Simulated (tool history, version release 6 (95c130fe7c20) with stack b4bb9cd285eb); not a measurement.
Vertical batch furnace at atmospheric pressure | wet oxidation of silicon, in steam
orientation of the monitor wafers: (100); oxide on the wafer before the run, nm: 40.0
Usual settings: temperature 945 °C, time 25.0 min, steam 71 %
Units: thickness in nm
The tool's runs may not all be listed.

run	hour	temperature	time	steam	read-back reference wafer on the same gauge, thickness	thickness
1	0.0	937	25.0	63	131.00	101.70
2	64.9	937	25.0	63	130.97	102.88
3	125.8	945	25.0	71	130.96	117.59
4	176.6	945	25.0	71	130.74	117.52
5	243.0	945	25.0	71	131.05	117.18
6	305.4	945	25.0	71	131.03	117.20
# hour 305.7: gauge calibrated
7	350.1	945	25.0	71	130.81	117.22
8	406.7	945	25.0	71	131.03	118.54
9	432.3	945	19.5	71	130.88	100.68
10	476.4	945	25.0	71	131.07	118.00
11	639.9	945	25.0	71	131.01	117.78
12	673.5	945	34.5	71	130.78	144.51
13	708.6	945	34.5	71	130.78	143.73
# hour 745.8: steam generator serviced
14	746.3	945	34.5	71	130.91	144.76
15	814.3	945	25.0	71	130.92	117.23
16	872.8	960	18.0	67	131.07	104.36
17	897.9	945	34.5	71	130.94	144.65
18	951.4	936	36.0	79	131.03	148.14
# hour 1002.6: thermocouples replaced and temperature profile calibrated
19	1003.1	933	25.0	64	131.25	100.56
20	1038.2	922	25.0	71	131.04	97.62
21	1075.3	945	25.0	71	130.92	117.56
22	1111.9	945	25.0	71	131.03	117.91
23	1172.4	945	25.0	71	131.09	116.94
24	1196.7	945	25.0	71	130.90	117.19
# hour 1280.3: gauge calibrated
25	1382.9	945	25.0	65	131.01	111.69

The next listed run, before its measurement:
26	1407.7	935	34.0	71	?	?

Run 26 gave read-back reference wafer on the same gauge, thickness 131.18, thickness 131.49 nm.
Without the tool's hidden state the same run would have given thickness 131.49 nm.

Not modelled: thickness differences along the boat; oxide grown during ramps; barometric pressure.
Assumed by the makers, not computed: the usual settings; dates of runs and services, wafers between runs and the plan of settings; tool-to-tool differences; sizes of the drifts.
